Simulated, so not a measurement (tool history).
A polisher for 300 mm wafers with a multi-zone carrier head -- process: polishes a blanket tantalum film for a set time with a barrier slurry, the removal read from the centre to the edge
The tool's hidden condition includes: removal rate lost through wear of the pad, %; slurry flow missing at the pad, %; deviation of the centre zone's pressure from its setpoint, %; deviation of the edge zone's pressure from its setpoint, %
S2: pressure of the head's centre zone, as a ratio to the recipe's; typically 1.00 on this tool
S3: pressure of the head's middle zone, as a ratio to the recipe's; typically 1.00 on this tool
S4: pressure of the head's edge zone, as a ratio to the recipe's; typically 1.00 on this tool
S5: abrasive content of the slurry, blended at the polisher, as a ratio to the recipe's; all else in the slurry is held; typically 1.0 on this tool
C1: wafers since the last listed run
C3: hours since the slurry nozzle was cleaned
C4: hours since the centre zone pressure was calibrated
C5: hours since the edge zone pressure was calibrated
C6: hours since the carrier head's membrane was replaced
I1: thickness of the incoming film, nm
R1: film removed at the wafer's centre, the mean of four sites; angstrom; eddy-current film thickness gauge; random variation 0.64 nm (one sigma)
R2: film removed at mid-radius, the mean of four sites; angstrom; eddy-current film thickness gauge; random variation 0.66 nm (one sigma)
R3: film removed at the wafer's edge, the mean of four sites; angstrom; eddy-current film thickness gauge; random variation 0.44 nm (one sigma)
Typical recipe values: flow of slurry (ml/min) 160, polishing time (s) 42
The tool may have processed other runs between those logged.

Run 1, hour 0.0: usual settings but S4 0.91; C1 0; wafers polished on this pad 311; C3 701.8; C4 996.7; C5 291.1; C6 1137.0; I1 212.5. Result: R1 634 angstrom, R2 639 angstrom, R3 624 angstrom.
Run 2, hour 9.8: usual settings but S4 0.91; C1 129; wafers polished on this pad 441; C3 711.6; C4 1006.5; C5 300.9; C6 1146.8; I1 209.1. Result: R1 638 angstrom, R2 625 angstrom, R3 620 angstrom.
Run 3, hour 17.7: usual settings but S4 0.91; C1 104; wafers polished on this pad 545; C3 719.5; C4 1014.4; C5 308.8; C6 1154.7; I1 210.4. Result: R1 641 angstrom, R2 646 angstrom, R3 625 angstrom.
Run 4, hour 25.3: usual settings; C1 100; wafers polished on this pad 646; C3 727.1; C4 1022.0; C5 316.4; C6 1162.3; I1 211.7. Result: R1 639 angstrom, R2 634 angstrom, R3 654 angstrom.
Run 5, hour 37.8: usual settings; C1 165; wafers polished on this pad 812; C3 739.6; C4 1034.5; C5 328.9; C6 1174.8; I1 206.6. Result: R1 635 angstrom, R2 635 angstrom, R3 656 angstrom.
At hour 53.2: worn pad replaced by a new one.
Run 6, hour 53.7: usual settings; C1 157; wafers polished on this pad 6; C3 755.5; C4 1050.4; C5 344.8; C6 1190.7; I1 207.5. Result: R1 644 angstrom, R2 648 angstrom, R3 656 angstrom.
Run 7, hour 59.1: usual settings; C1 71; wafers polished on this pad 78; C3 760.9; C4 1055.8; C5 350.2; C6 1196.1; I1 208.7. Result: R1 639 angstrom, R2 639 angstrom, R3 653 angstrom.
Run 8, hour 73.9: usual settings; C1 196; wafers polished on this pad 274; C3 775.7; C4 1070.6; C5 365.0; C6 1210.9; I1 208.8. Result: R1 635 angstrom, R2 636 angstrom, R3 650 angstrom.
At hour 82.6: edge zone pressure recalibrated.
Run 9, hour 105.9: usual settings; C1 397; wafers polished on this pad 671; C3 807.7; C4 1102.6; C5 23.3; C6 1242.9; I1 212.6. Result: R1 637 angstrom, R2 639 angstrom, R3 657 angstrom.
Run 10, hour 118.0: usual settings but S5 0.8; C1 160; wafers polished on this pad 832; C3 819.8; C4 1114.7; C5 35.4; C6 1255.0; I1 212.7. Result: R1 564 angstrom, R2 555 angstrom, R3 586 angstrom.
Run 11, hour 130.7: usual settings; C1 168; wafers polished on this pad 1000; C3 832.5; C4 1127.4; C5 48.1; C6 1267.7; I1 209.3. Result: R1 621 angstrom, R2 628 angstrom, R3 653 angstrom.
At hour 135.4: worn pad replaced by a new one.
At hour 136.0: centre zone pressure recalibrated.
Run 12, hour 142.6: usual settings but flow of slurry (ml/min) 135, S2 0.96; C1 97; wafers polished on this pad 88; C3 844.4; C4 6.6; C5 60.0; C6 1279.6; I1 211.0. Result: R1 568 angstrom, R2 599 angstrom, R3 630 angstrom.
At hour 159.4: carrier head's membrane replaced by a new one.
Run 13, hour 159.9: usual settings but flow of slurry (ml/min) 190, S2 0.88, S4 0.95, polishing time (s) 56; C1 162; wafers polished on this pad 251; C3 861.7; C4 23.9; C5 77.3; C6 0.5; I1 207.4. Result: R1 772 angstrom, R2 880 angstrom, R3 872 angstrom.
Run 14, hour 175.2: usual settings; C1 202; wafers polished on this pad 453; C3 877.0; C4 39.2; C5 92.6; C6 15.8; I1 212.3. Result: R1 632 angstrom, R2 638 angstrom, R3 650 angstrom.
Run 15, hour 185.4: usual settings but flow of slurry (ml/min) 205, S3 1.09, S5 0.9; C1 135; wafers polished on this pad 588; C3 887.2; C4 49.4; C5 102.8; C6 26.0; I1 210.2. Result: R1 655 angstrom, R2 695 angstrom, R3 644 angstrom.
At hour 189.1: slurry nozzle cleaned.
Run 16, hour 194.0: usual settings; C1 100; wafers polished on this pad 689; C3 4.9; C4 58.0; C5 111.4; C6 34.6; I1 209.6. Result: R1 727 angstrom, R2 712 angstrom, R3 702 angstrom.
Run 17, hour 209.9: usual settings but flow of slurry (ml/min) 195, S5 0.9; C1 210; wafers polished on this pad 900; C3 20.8; C4 73.9; C5 127.3; C6 50.5; I1 206.6. Result: R1 712 angstrom, R2 706 angstrom, R3 688 angstrom.
At hour 218.4: worn pad replaced by a new one.
Run 18, hour 224.4: usual settings but S3 0.93, polishing time (s) 31; C1 139; wafers polished on this pad 80; C3 35.3; C4 88.4; C5 141.8; C6 65.0; I1 205.5. Result: R1 527 angstrom, R2 504 angstrom, R3 513 angstrom.
Run 19, hour 250.7: usual settings; C1 348; wafers polished on this pad 428; C3 61.6; C4 114.7; C5 168.1; C6 91.3; I1 211.5. Result: R1 721 angstrom, R2 703 angstrom, R3 697 angstrom.
Run 20, hour 262.7: usual settings but S3 0.93, S4 0.88, S5 1.1; C1 158; wafers polished on this pad 587; C3 73.6; C4 126.7; C5 180.1; C6 103.3; I1 207.7. Result: R1 734 angstrom, R2 685 angstrom, R3 689 angstrom.

What would each run have given without the hidden state, its run-to-run variation left as it was?
run   R1   R2   R3
  1  727  720  678
  2  732  705  675
  3  736  729  680
  4  734  716  711
  5  730  718  714
  6  741  733  715
  7  736  723  711
  8  731  721  709
  9  735  725  717
 10  651  629  640
 11  718  713  713
 12  676  696  697
 13  872  980  941
 14  732  725  711
 15  733  768  692
 16  729  714  704
 17  717  711  691
 18  534  510  517
 19  736  716  706
 20  752  700  700
